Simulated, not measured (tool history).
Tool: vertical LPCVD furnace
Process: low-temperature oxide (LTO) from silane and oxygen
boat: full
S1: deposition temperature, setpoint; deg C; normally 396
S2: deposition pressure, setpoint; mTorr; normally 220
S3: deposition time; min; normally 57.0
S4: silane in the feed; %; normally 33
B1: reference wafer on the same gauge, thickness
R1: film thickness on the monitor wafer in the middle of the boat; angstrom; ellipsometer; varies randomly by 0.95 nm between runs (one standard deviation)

run 1 hour=0.0 | S1=396 S2=220 S3=57.0 S4=33 | B1=331.88 | R1=3831.8
run 2 hour=42.0 | S1=396 S2=220 S3=57.0 S4=33 | B1=331.93 | R1=3847.5
run 3 hour=76.3 | S1=396 S2=220 S3=57.0 S4=33 | B1=332.03 | R1=3843.4
run 4 hour=141.4 | S1=396 S2=220 S3=57.0 S4=33 | B1=331.82 | R1=3860.5
run 5 hour=189.5 | S1=396 S2=220 S3=57.0 S4=33 | B1=331.93 | R1=3839.3
run 6 hour=218.3 | S1=396 S2=205 S3=57.0 S4=33 | B1=331.89 | R1=3584.2
run 7 hour=285.7 | S1=396 S2=220 S3=63.0 S4=33 | B1=332.44 | R1=4267.6
run 8 hour=329.7 | S1=396 S2=220 S3=57.0 S4=33 | B1=332.30 | R1=3849.3
run 9 hour=369.7 | S1=396 S2=220 S3=57.0 S4=33 | B1=332.11 | R1=3843.4
run 10 hour=563.6 | S1=396 S2=220 S3=57.0 S4=33 | B1=332.00 | R1=3872.9
-- hour=596.9 silane flow controller replaced
run 11 hour=630.2 | S1=396 S2=220 S3=57.0 S4=33 | B1=331.81 | R1=3894.8
-- hour=691.3 pressure gauge zeroed
run 12 hour=691.8 | S1=396 S2=220 S3=40.5 S4=33 | B1=331.64 | R1=2809.4
run 13 hour=755.8 | S1=396 S2=220 S3=40.5 S4=33 | B1=331.98 | R1=2811.5
-- hour=800.0 thermocouples replaced and temperature profile calibrated
run 14 hour=857.8 | S1=396 S2=220 S3=40.5 S4=33 | B1=331.85 | R1=2814.7
run 15 hour=907.2 | S1=396 S2=220 S3=57.0 S4=33 | B1=331.72 | R1=3959.9
-- hour=945.5 pressure gauge zeroed, repeated, since the last time left the tool worse
run 16 hour=946.0 | S1=396 S2=175 S3=57.0 S4=33 | B1=331.95 | R1=3003.0
run 17 hour=996.1 | S1=396 S2=235 S3=51.0 S4=30 | B1=332.03 | R1=3143.4
-- hour=1056.2 gauge calibrated
run 18 hour=1065.3 | S1=401 S2=250 S3=57.0 S4=33 | B1=332.12 | R1=4549.3
run 19 hour=1098.7 | S1=387 S2=250 S3=65.5 S4=35 | B1=331.59 | R1=4802.7
run 20 hour=1163.7 | S1=387 S2=220 S3=44.0 S4=33 | B1=331.91 | R1=2626.0
run 21 hour=1208.1 | S1=408 S2=220 S3=57.0 S4=33 | B1=331.87 | R1=4350.5

Run 22, settings as shown, results not yet in. Your forecast:
run 22 hour=1243.4 | S1=396 S2=220 S3=57.0 S4=33 | B1=? | R1=?

B1: 332.24
R1: 3774.1 angstrom
Without the tool's hidden state the same run would have given R1 3773.5 angstrom.
